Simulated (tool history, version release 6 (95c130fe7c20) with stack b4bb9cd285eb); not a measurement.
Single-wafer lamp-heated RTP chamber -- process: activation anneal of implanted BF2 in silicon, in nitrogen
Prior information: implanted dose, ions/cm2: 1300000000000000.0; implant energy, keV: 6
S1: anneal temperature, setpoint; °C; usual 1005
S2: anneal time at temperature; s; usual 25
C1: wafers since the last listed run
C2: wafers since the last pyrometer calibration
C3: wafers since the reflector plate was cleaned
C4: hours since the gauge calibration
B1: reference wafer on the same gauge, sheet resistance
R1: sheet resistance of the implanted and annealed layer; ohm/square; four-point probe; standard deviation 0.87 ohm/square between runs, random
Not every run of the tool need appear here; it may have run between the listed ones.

run 1 day=0.000 | S1=1005 S2=25 | C1=0 C2=4814 C3=6220 C4=829.9 | B1=234.45 | R1=219.79
-- day=0.221 pyrometer window cleaned and pyrometer calibrated
-- day=2.938 reflector plate cleaned
run 2 day=2.958 | S1=1005 S2=25 | C1=600 C2=600 C3=5 C4=900.9 | B1=233.81 | R1=228.10
run 3 day=11.308 | S1=1005 S2=14 | C1=2084 C2=2685 C3=2090 C4=1101.3 | B1=233.61 | R1=271.53
run 4 day=12.433 | S1=1005 S2=14 | C1=280 C2=2966 C3=2371 C4=1128.3 | B1=234.07 | R1=271.07
run 5 day=14.200 | S1=999 S2=19 | C1=441 C2=3407 C3=2812 C4=1170.7 | B1=234.26 | R1=263.48
-- day=17.808 gauge calibrated
run 6 day=20.504 | S1=1005 S2=25 | C1=1573 C2=4981 C3=4386 C4=64.7 | B1=233.66 | R1=220.88
-- day=22.617 pyrometer window cleaned and pyrometer calibrated
run 7 day=22.688 | S1=1005 S2=25 | C1=461 C2=17 C3=4847 C4=117.1 | B1=234.62 | R1=220.73
run 8 day=27.521 | S1=1025 S2=30 | C1=1206 C2=1223 C3=6054 C4=233.1 | B1=234.02 | R1=174.25
run 9 day=28.929 | S1=988 S2=10 | C1=351 C2=1575 C3=6406 C4=266.9 | B1=233.90 | R1=354.03
run 10 day=30.550 | S1=986 S2=11 | C1=404 C2=1980 C3=6810 C4=305.8 | B1=234.15 | R1=354.83
run 11 day=32.442 | S1=991 S2=18 | C1=472 C2=2452 C3=7283 C4=351.2 | B1=234.18 | R1=291.76
-- day=33.875 reflector plate cleaned
run 12 day=33.896 | S1=1005 S2=33 | C1=279 C2=2732 C3=5 C4=386.1 | B1=233.68 | R1=209.40
run 13 day=36.475 | S1=1005 S2=25 | C1=643 C2=3376 C3=649 C4=448.0 | B1=234.45 | R1=227.66
-- day=44.425 pyrometer window cleaned and pyrometer calibrated
run 14 day=44.467 | S1=1005 S2=12 | C1=1911 C2=10 C3=2561 C4=639.8 | B1=233.82 | R1=288.06

Alternative continuations, all from the tool just after run 14; predict every row:
run A day=44.483 | S1=983 S2=25 | C1=4 C2=15 C3=2565 C4=640.2 | B1=? | R1=?
run B day=44.483 | S1=1014 S2=32 | C1=4 C2=15 C3=2565 C4=640.2 | B1=? | R1=?
run C day=44.483 | S1=976 S2=17 | C1=4 C2=15 C3=2565 C4=640.2 | B1=? | R1=?

run=A B1=233.76 R1=297.02
run=B B1=233.76 R1=186.77
run=C B1=233.76 R1=360.13
Without the tool's hidden state the same runs would have given:
run=A R1=307.23
run=B R1=191.51
run=C R1=371.11

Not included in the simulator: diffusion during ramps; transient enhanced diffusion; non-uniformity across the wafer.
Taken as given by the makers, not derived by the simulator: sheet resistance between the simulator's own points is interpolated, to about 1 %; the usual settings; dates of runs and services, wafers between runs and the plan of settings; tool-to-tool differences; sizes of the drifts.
